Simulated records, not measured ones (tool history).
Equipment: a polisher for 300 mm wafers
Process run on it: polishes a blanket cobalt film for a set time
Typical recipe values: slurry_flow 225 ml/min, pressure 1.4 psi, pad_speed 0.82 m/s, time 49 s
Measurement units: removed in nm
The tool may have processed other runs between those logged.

run,hour,slurry_flow,pressure,pad_speed,time,wafers since the last listed run,wafers polished on this pad,hours since the slurry nozzle was cleaned,hours since the head pressure was calibrated,"incoming thickness of the incoming film, nm",removed
1,0.0,180,1.4,0.82,49,0,670,371.2,403.3,1221.2,105.0
# hour 3.8: slurry nozzle cleaned
# hour 41.1: head pressure recalibrated
2,160.3,180,1.4,0.82,49,1367,2038,156.5,119.2,1216.3,109.7
3,211.2,225,1.4,0.82,49,442,2480,207.4,170.1,1227.8,111.5
4,262.5,225,1.4,0.82,49,446,2926,258.7,221.4,1222.5,112.7
# hour 308.1: slurry nozzle cleaned
# hour 318.5: worn pad replaced by a new one
5,324.8,225,1.4,0.82,37,498,54,16.7,283.7,1242.2,89.8
6,420.7,225,1.4,0.82,45,833,888,112.6,379.6,1236.6,104.9
# hour 443.9: head pressure recalibrated
7,527.7,225,1.4,0.82,45,912,1801,219.6,83.8,1243.3,100.0
8,605.9,225,1.0,0.82,56,679,2481,297.8,162.0,1234.8,100.9
# hour 608.7: slurry nozzle cleaned
9,693.2,175,1.4,0.82,49,750,3231,84.5,249.3,1222.3,108.8
# hour 700.7: worn pad replaced by a new one
10,772.5,225,1.4,0.82,49,654,623,163.8,328.6,1225.8,114.5
# hour 804.3: head pressure recalibrated
11,814.2,225,1.4,0.82,49,345,969,205.5,9.9,1238.3,109.9
# hour 924.9: slurry nozzle cleaned
12,932.3,225,1.4,0.82,64,1018,1987,7.4,128.0,1232.8,153.2
13,972.9,225,1.4,0.82,63,353,2340,48.0,168.6,1231.9,149.1
# hour 1034.8: worn pad replaced by a new one
14,1046.4,225,1.4,0.82,49,604,100,121.5,242.1,1235.1,112.9
15,1150.4,160,0.9,0.70,49,904,1005,225.5,346.1,1236.1,70.2
# hour 1205.2: head pressure recalibrated
16,1221.7,225,0.9,0.82,36,602,1607,296.8,16.5,1218.5,60.6
# hour 1226.9: slurry nozzle cleaned
17,1287.7,225,1.1,0.82,49,565,2172,60.8,82.5,1231.2,97.7
# hour 1339.0: worn pad replaced by a new one
18,1363.2,225,1.3,0.82,56,621,210,136.3,158.0,1244.2,121.1
# hour 1613.3: slurry nozzle cleaned
19,1615.5,260,1.9,0.56,49,2184,2395,2.2,410.3,1240.7,117.7
# hour 1645.8: worn pad replaced by a new one
# hour 1649.1: head pressure recalibrated
20,1674.0,225,1.4,0.82,49,456,228,60.7,24.9,1203.8,115.7
21,1744.1,225,1.4,0.68,49,609,837,130.8,95.0,1207.9,100.6

Hidden condition of the tool, last listed run before each entry between runs versus first listed run after:
In the gap between runs 1 and 2: slurry nozzle cleaned (hour 3.8); head pressure recalibrated (hour 41.1)
  slurry flow missing at the pad, %: 41.9 -> 33.6
  the result without the hidden state subtracted from the measured one, removed: -8.9 -> -6.6 nm
In the gap between runs 4 and 5: slurry nozzle cleaned (hour 308.1); worn pad replaced by a new one (hour 318.5)
  slurry flow missing at the pad, %: 40 -> 10.9
  the result without the hidden state subtracted from the measured one, removed: -7.3 -> -1.1 nm
In the gap between runs 6 and 7: head pressure recalibrated (hour 443.9)
  slurry flow missing at the pad, %: 31.4 -> 41
  the result without the hidden state subtracted from the measured one, removed: -4.7 -> -6.7 nm
In the gap between runs 8 and 9: slurry nozzle cleaned (hour 608.7)
  slurry flow missing at the pad, %: 44.1 -> 24.6
  the result without the hidden state subtracted from the measured one, removed: -7.6 -> -4.3 nm
In the gap between runs 9 and 10: worn pad replaced by a new one (hour 700.7)
  slurry flow missing at the pad, %: 24.6 -> 34.6
  the result without the hidden state subtracted from the measured one, removed: -4.3 -> -6.0 nm
In the gap between runs 10 and 11: head pressure recalibrated (hour 804.3)
  slurry flow missing at the pad, %: 34.6 -> 37.7
  the result without the hidden state subtracted from the measured one, removed: -6.0 -> -6.6 nm
In the gap between runs 11 and 12: slurry nozzle cleaned (hour 924.9)
  slurry flow missing at the pad, %: 37.7 -> 5.33
  the result without the hidden state subtracted from the measured one, removed: -6.6 -> -0.8 nm
In the gap between runs 13 and 14: worn pad replaced by a new one (hour 1034.8)
  slurry flow missing at the pad, %: 17 -> 30
  the result without the hidden state subtracted from the measured one, removed: -3.1 -> -4.8 nm
In the gap between runs 15 and 16: head pressure recalibrated (hour 1205.2)
  slurry flow missing at the pad, %: 38.8 -> 41.6
  the result without the hidden state subtracted from the measured one, removed: -5.8 -> -4.2 nm
In the gap between runs 16 and 17: slurry nozzle cleaned (hour 1226.9)
  slurry flow missing at the pad, %: 41.6 -> 22.1
  the result without the hidden state subtracted from the measured one, removed: -4.2 -> -2.8 nm
In the gap between runs 17 and 18: worn pad replaced by a new one (hour 1339.0)
  slurry flow missing at the pad, %: 22.1 -> 34
  the result without the hidden state subtracted from the measured one, removed: -2.8 -> -6.1 nm
In the gap between runs 18 and 19: slurry nozzle cleaned (hour 1613.3)
  slurry flow missing at the pad, %: 34 -> 4.62
  the result without the hidden state subtracted from the measured one, removed: -6.1 -> -0.5 nm
In the gap between runs 19 and 20: worn pad replaced by a new one (hour 1645.8); head pressure recalibrated (hour 1649.1)
  slurry flow missing at the pad, %: 4.62 -> 21
  the result without the hidden state subtracted from the measured one, removed: -0.5 -> -3.1 nm
